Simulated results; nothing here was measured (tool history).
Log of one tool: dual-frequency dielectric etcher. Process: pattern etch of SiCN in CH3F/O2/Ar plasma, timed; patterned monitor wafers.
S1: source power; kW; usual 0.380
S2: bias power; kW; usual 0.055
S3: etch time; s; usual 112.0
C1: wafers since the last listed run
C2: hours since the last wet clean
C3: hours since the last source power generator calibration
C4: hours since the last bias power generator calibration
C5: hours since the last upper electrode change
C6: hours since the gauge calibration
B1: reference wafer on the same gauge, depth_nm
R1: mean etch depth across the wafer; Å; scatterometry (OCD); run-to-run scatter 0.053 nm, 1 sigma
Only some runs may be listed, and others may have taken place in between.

| run | day | S1 | S2 | S3 | C1 | C2 | C3 | C4 | C5 | C6 | B1 | R1 |
|---|---|---|---|---|---|---|---|---|---|---|---|---|
| 1 | 0.000 | 0.380 | 0.055 | 86.5 | 0 | 154.3 | 1913.4 | 1648.4 | 3793.6 | 347.9 | 35.49 | 264.1 |
| 2 | 2.004 | 0.380 | 0.055 | 86.5 | 434 | 202.4 | 1961.5 | 1696.5 | 3841.7 | 396.0 | 35.49 | 263.8 |
| 3 | 4.117 | 0.380 | 0.055 | 86.5 | 457 | 253.1 | 2012.2 | 1747.2 | 3892.4 | 446.7 | 35.50 | 263.7 |
| 4 | 7.083 | 0.360 | 0.049 | 112.0 | 642 | 324.3 | 2083.4 | 1818.4 | 3963.6 | 517.9 | 35.52 | 323.3 |
| 5 | 8.200 | 0.380 | 0.055 | 112.0 | 241 | 351.1 | 2110.2 | 1845.2 | 3990.4 | 544.7 | 35.50 | 342.1 |
| 6 | 9.288 | 0.380 | 0.055 | 112.0 | 235 | 377.2 | 2136.3 | 1871.3 | 4016.5 | 570.8 | 35.51 | 343.3 |
|  | 11.058 | source power generator calibrated |
| 7 | 11.838 | 0.380 | 0.055 | 112.0 | 516 | 438.4 | 18.7 | 1932.5 | 4077.7 | 632.0 | 35.50 | 348.2 |
| 8 | 14.054 | 0.320 | 0.055 | 112.0 | 480 | 491.6 | 71.9 | 1985.7 | 4130.9 | 685.2 | 35.52 | 326.6 |
|  | 14.300 | gauge calibrated |
|  | 17.988 | wet clean of the chamber |
|  | 20.075 | upper electrode replaced |
| 9 | 21.517 | 0.380 | 0.055 | 112.0 | 1182 | 84.7 | 251.0 | 2164.8 | 34.6 | 173.2 | 35.52 | 346.1 |
| 10 | 24.067 | 0.320 | 0.047 | 112.0 | 552 | 145.9 | 312.2 | 2226.0 | 95.8 | 234.4 | 35.50 | 309.7 |
|  | 26.212 | bias power generator calibrated |
| 11 | 27.058 | 0.480 | 0.065 | 112.0 | 611 | 217.7 | 384.0 | 20.3 | 167.6 | 306.2 | 35.49 | 402.7 |
| 12 | 29.279 | 0.430 | 0.041 | 96.0 | 480 | 271.0 | 437.3 | 73.6 | 220.9 | 359.5 | 35.52 | 287.8 |
| 13 | 30.992 | 0.380 | 0.063 | 140.5 | 370 | 312.1 | 478.4 | 114.7 | 262.0 | 400.6 | 35.50 | 458.1 |
| 14 | 33.275 | 0.380 | 0.051 | 133.5 | 494 | 366.9 | 533.2 | 169.5 | 316.8 | 455.4 | 35.50 | 407.2 |
| 15 | 35.317 | 0.360 | 0.049 | 112.0 | 442 | 415.9 | 582.2 | 218.5 | 365.8 | 504.4 | 35.50 | 330.5 |

Predict each of these 4 candidate next runs independently; none follows another, all start after run 15:
| A | 35.333 | 0.380 | 0.066 | 112.0 | 3 | 416.3 | 582.6 | 218.9 | 366.2 | 504.8 | ? | ? |
| B | 35.333 | 0.380 | 0.042 | 112.0 | 3 | 416.3 | 582.6 | 218.9 | 366.2 | 504.8 | ? | ? |
| C | 35.333 | 0.470 | 0.067 | 83.0 | 3 | 416.3 | 582.6 | 218.9 | 366.2 | 504.8 | ? | ? |
| D | 35.333 | 0.470 | 0.046 | 91.0 | 3 | 416.3 | 582.6 | 218.9 | 366.2 | 504.8 | ? | ? |

| run | B1 | R1 |
|---|---|---|
| A | 35.49 | 369.7 |
| B | 35.49 | 322.1 |
| C | 35.49 | 297.5 |
| D | 35.49 | 290.9 |
Stripped of hidden state, with their random variation kept, the same runs would have yielded:
| run | R1 |
|---|---|
| A | 375.9 |
| B | 327.4 |
| C | 302.4 |
| D | 295.6 |
